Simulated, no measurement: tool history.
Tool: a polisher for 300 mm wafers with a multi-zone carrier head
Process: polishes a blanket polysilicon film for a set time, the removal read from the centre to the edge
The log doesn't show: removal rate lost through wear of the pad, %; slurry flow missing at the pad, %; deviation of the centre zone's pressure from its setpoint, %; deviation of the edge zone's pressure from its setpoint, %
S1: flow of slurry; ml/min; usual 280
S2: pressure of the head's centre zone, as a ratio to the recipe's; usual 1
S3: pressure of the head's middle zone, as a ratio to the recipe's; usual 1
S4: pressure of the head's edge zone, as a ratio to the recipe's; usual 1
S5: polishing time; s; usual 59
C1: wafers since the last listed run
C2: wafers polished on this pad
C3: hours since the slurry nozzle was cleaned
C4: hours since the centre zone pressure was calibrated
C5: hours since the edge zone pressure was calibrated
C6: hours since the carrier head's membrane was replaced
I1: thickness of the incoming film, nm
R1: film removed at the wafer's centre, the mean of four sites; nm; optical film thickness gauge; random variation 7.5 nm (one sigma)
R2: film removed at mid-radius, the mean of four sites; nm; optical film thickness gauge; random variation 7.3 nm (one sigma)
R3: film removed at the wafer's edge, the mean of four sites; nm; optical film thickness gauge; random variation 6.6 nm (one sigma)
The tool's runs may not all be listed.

| run | hour | S1 | S2 | S3 | S4 | S5 | C1 | C2 | C3 | C4 | C5 | C6 | I1 | R1 | R2 | R3 |
|---|---|---|---|---|---|---|---|---|---|---|---|---|---|---|---|---|
| 1 | 0 | 280 | 1 | 1 | 1 | 59 | 0 | 693 | 336 | 209.5 | 850.9 | 470.1 | 2120.5 | 585.8 | 558.2 | 556.8 |
|  | 4.5 | slurry nozzle cleaned |
|  | 99.1 | worn pad replaced by a new one |
|  | 100.5 | centre zone pressure recalibrated |
| 2 | 101 | 280 | 1 | 1 | 1 | 59 | 970 | 4 | 96.5 | 0.5 | 951.9 | 571.1 | 2095.6 | 552.1 | 562.6 | 567 |
| 3 | 127.7 | 280 | 1 | 1 | 1.08 | 75 | 274 | 279 | 123.2 | 27.2 | 978.6 | 597.8 | 2096.7 | 697.9 | 726.4 | 718.4 |
| 4 | 149.3 | 280 | 1 | 1 | 1.08 | 75 | 221 | 500 | 144.8 | 48.8 | 1000.2 | 619.4 | 2137.3 | 693.5 | 712.8 | 722.4 |
| 5 | 166.8 | 280 | 1 | 1 | 1.08 | 75 | 179 | 680 | 162.3 | 66.3 | 1017.7 | 636.9 | 2141 | 713.3 | 690.3 | 720.7 |
| 6 | 202.2 | 280 | 1 | 1 | 1 | 59 | 363 | 1043 | 197.7 | 101.7 | 1053.1 | 672.3 | 2115 | 546.2 | 545.3 | 534.2 |
| 7 | 220.7 | 280 | 1 | 1 | 1 | 59 | 189 | 1233 | 216.2 | 120.2 | 1071.6 | 690.8 | 2096.3 | 530.9 | 541.6 | 543.6 |
| 8 | 235.5 | 280 | 1.07 | 1 | 1 | 59 | 151 | 1385 | 231 | 135 | 1086.4 | 705.6 | 2114.4 | 563.1 | 533.3 | 514.8 |
| 9 | 250.1 | 280 | 1 | 1 | 1 | 59 | 149 | 1535 | 245.6 | 149.6 | 1101 | 720.2 | 2093.6 | 525.9 | 528.4 | 516.6 |
|  | 262 | worn pad replaced by a new one |
| 10 | 263.1 | 280 | 1.04 | 0.91 | 1 | 59 | 92 | 11 | 258.6 | 162.6 | 1114 | 733.2 | 2117.6 | 602.3 | 536.6 | 559.8 |
|  | 292.1 | edge zone pressure recalibrated |
|  | 344.5 | carrier head's membrane replaced by a new one |
| 11 | 349 | 255 | 1 | 1 | 1 | 39 | 809 | 821 | 344.5 | 248.5 | 56.9 | 4.5 | 2138.9 | 389.9 | 362.4 | 354.4 |
| 12 | 370.8 | 280 | 0.92 | 1.05 | 1 | 59 | 223 | 1045 | 366.3 | 270.3 | 78.7 | 26.3 | 2102.9 | 539.1 | 564.5 | 545.7 |
|  | 381.5 | slurry nozzle cleaned |
|  | 383.7 | centre zone pressure recalibrated |
| 13 | 385.2 | 280 | 0.89 | 1 | 1 | 59 | 116 | 1162 | 3.7 | 1.5 | 93.1 | 40.7 | 2124.9 | 464.1 | 533.9 | 540.5 |
|  | 428.5 | worn pad replaced by a new one |
| 14 | 490.2 | 280 | 1 | 0.88 | 1.05 | 59 | 1036 | 632 | 108.7 | 106.5 | 198.1 | 145.7 | 2080.9 | 564.4 | 498.3 | 552.4 |
| 15 | 509.3 | 280 | 1 | 1 | 1 | 59 | 196 | 828 | 127.8 | 125.6 | 217.2 | 164.8 | 2138.8 | 548.9 | 553.9 | 540.5 |
| 16 | 537.1 | 345 | 1 | 1 | 1 | 59 | 285 | 1114 | 155.6 | 153.4 | 245 | 192.6 | 2142.4 | 548.5 | 550.9 | 545.6 |
| 17 | 567.8 | 280 | 1 | 1 | 1.05 | 59 | 315 | 1429 | 186.3 | 184.1 | 275.7 | 223.3 | 2129.8 | 530.7 | 531.8 | 533.5 |
| 18 | 590.3 | 280 | 1 | 1 | 1.06 | 59 | 230 | 1660 | 208.8 | 206.6 | 298.2 | 245.8 | 2124.1 | 533.2 | 520.1 | 511.8 |
| 19 | 614 | 280 | 1.06 | 1.05 | 0.92 | 59 | 243 | 1903 | 232.5 | 230.3 | 321.9 | 269.5 | 2152.2 | 549.7 | 514.2 | 478.9 |
|  | 625 | worn pad replaced by a new one |
| 20 | 637.8 | 205 | 1 | 0.91 | 1.04 | 59 | 203 | 130 | 256.3 | 254.1 | 345.7 | 293.3 | 2105.4 | 560.8 | 492 | 539.1 |
| 21 | 659 | 280 | 1 | 1 | 1 | 78 | 217 | 348 | 277.5 | 275.3 | 366.9 | 314.5 | 2107.4 | 798.2 | 739 | 731.6 |

Forecast each of these 5 alternatives for the next run:
| A | 659.4 | 280 | 1 | 1 | 1 | 59 | 4 | 352 | 277.9 | 275.7 | 367.3 | 314.9 | 2132.4 | ? | ? | ? |
| B | 659.4 | 325 | 0.97 | 1.04 | 1 | 69 | 4 | 352 | 277.9 | 275.7 | 367.3 | 314.9 | 2132.4 | ? | ? | ? |
| C | 659.4 | 280 | 0.95 | 1 | 1 | 46 | 4 | 352 | 277.9 | 275.7 | 367.3 | 314.9 | 2132.4 | ? | ? | ? |
| D | 659.4 | 210 | 0.94 | 1 | 1 | 59 | 4 | 352 | 277.9 | 275.7 | 367.3 | 314.9 | 2132.4 | ? | ? | ? |
| E | 659.4 | 195 | 1 | 1.06 | 1 | 59 | 4 | 352 | 277.9 | 275.7 | 367.3 | 314.9 | 2132.4 | ? | ? | ? |

| run | R1 | R2 | R3 |
|---|---|---|---|
| A | 590.7 | 572.9 | 552.5 |
| B | 682 | 703.6 | 653.5 |
| C | 437.5 | 446.8 | 430.7 |
| D | 531.6 | 551.1 | 536.5 |
| E | 558 | 571.6 | 531.2 |
Without the tool's hidden state the same runs would have given:
| run | R1 | R2 | R3 |
|---|---|---|---|
| A | 557.3 | 585.1 | 564 |
| B | 643.2 | 718.6 | 667.1 |
| C | 412.6 | 456.3 | 439.7 |
| D | 501.3 | 562.8 | 547.7 |
| E | 526.4 | 583.8 | 542.2 |
